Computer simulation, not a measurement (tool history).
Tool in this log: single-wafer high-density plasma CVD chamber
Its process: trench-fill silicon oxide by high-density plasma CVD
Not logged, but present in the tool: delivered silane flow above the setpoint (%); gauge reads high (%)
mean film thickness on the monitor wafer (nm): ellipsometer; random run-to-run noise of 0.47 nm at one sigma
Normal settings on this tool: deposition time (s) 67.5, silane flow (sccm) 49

run   hour  deposition time (s)  silane flow (sccm)  wafers since the last listed run  hours since the silane flow controller was replaced  hours since the gauge calibration  read-back reference wafer on the same gauge, thickness_nm  mean film thickness on the monitor wafer (nm)
  1      0                 74.6                  49                                 0                                               3830.7                              117.6                                                    286.037                                        357.026
  2   17.6                 74.6                  49                               349                                               3848.3                              135.2                                                    285.997                                        356.398
  3   24.9                 75.1                  49                               144                                               3855.6                              142.5                                                    286.064                                        359.706
  4   38.8                 61.7                  49                               275                                               3869.5                              156.4                                                    286.048                                        295.217
  5   46.1                 61.7                  49                               144                                               3876.8                              163.7                                                    285.933                                         295.25
  6   61.6                 67.5                  49                               307                                               3892.3                              179.2                                                    285.965                                        323.472
  7   76.3                 67.5                  49                               291                                                 3907                              193.9                                                    285.914                                        323.588
  8   83.4                 67.5                  49                               140                                               3914.1                                201                                                    285.953                                        323.324
  9   94.5                 67.5                  42                               220                                               3925.2                              212.1                                                    285.983                                        277.218
 10  109.2                 67.5                  42                               291                                               3939.9                              226.8                                                    286.082                                        278.028
 11  115.3                 67.5                  49                               121                                                 3946                              232.9                                                     285.96                                        322.748
 12  129.8                 67.5                  49                               287                                               3960.5                              247.4                                                    286.048                                        324.059
 13  145.8                 67.5                  49                               317                                               3976.5                              263.4                                                    286.019                                         324.75
 14  152.1                 67.5                  49                               125                                               3982.8                              269.7                                                    285.964                                        324.186
 15  159.6                 67.5                  49                               148                                               3990.3                              277.2                                                    285.882                                        325.273
     174.9  -- silane flow controller replaced
 16  175.4                 67.5                  55                               154                                                  0.5                                293                                                    285.912                                        341.113
 17  183.5                 62.3                  42                               160                                                  8.6                              301.1                                                    286.017                                         239.99
 18  190.7                 62.3                  42                               142                                                 15.8                              308.3                                                    285.985                                        239.362
 19    201                 67.5                  49                               204                                                 26.1                              318.6                                                    285.952                                        302.297
 20    215                 63.8                  49                               277                                                 40.1                              332.6                                                    285.939                                        285.308
 21  224.4                 67.5                  42                               186                                                 49.5                                342                                                    286.045                                        259.142
 22  237.3                 63.3                  55                               256                                                 62.4                              354.9                                                    285.973                                        319.206
 23  245.8                 67.5                  40                               168                                                 70.9                              363.4                                                    285.941                                        247.171
 24  261.1                 67.5                  49                               303                                                 86.2                              378.7                                                    286.139                                        303.147
 25  272.6                 67.5                  49                               228                                                 97.7                              390.2                                                    285.979                                        302.873
 26  278.9                 76.2                  52                               125                                                  104                              396.5                                                     285.88                                        361.637
 27  285.2                 55.5                  57                               125                                                110.3                              402.8                                                    285.977                                        289.347
 28  292.4                 74.2                  45                               142                                                117.5                                410                                                    286.026                                        304.881
       301  -- gauge calibrated
 29  303.9                 71.1                  55                               228                                                  129                                2.9                                                    285.948                                        358.182
 30  311.1                 57.8                  53                               142                                                136.2                               10.1                                                    285.959                                        280.888
 31  318.8                 67.5                  43                               152                                                143.9                               17.8                                                    286.071                                        266.029
 32  332.9                 78.5                  52                               279                                                  158                               31.9                                                    286.022                                         374.49
 33  351.9                 67.5                  46                               377                                                  177                               50.9                                                    285.861                                         284.71

The next listed run, before its measurement:
 34  378.6                 67.5                  57                               530                                                203.7                               77.6                                                          ?                                              ?

{"run 34": {"read-back reference wafer on the same gauge, thickness_nm": 285.997, "mean film thickness on the monitor wafer (nm)": 351.715}}
Take away the tool's hidden state, keep the run-to-run variation as it was, and the same run would have given mean film thickness on the monitor wafer (nm) 353.902.
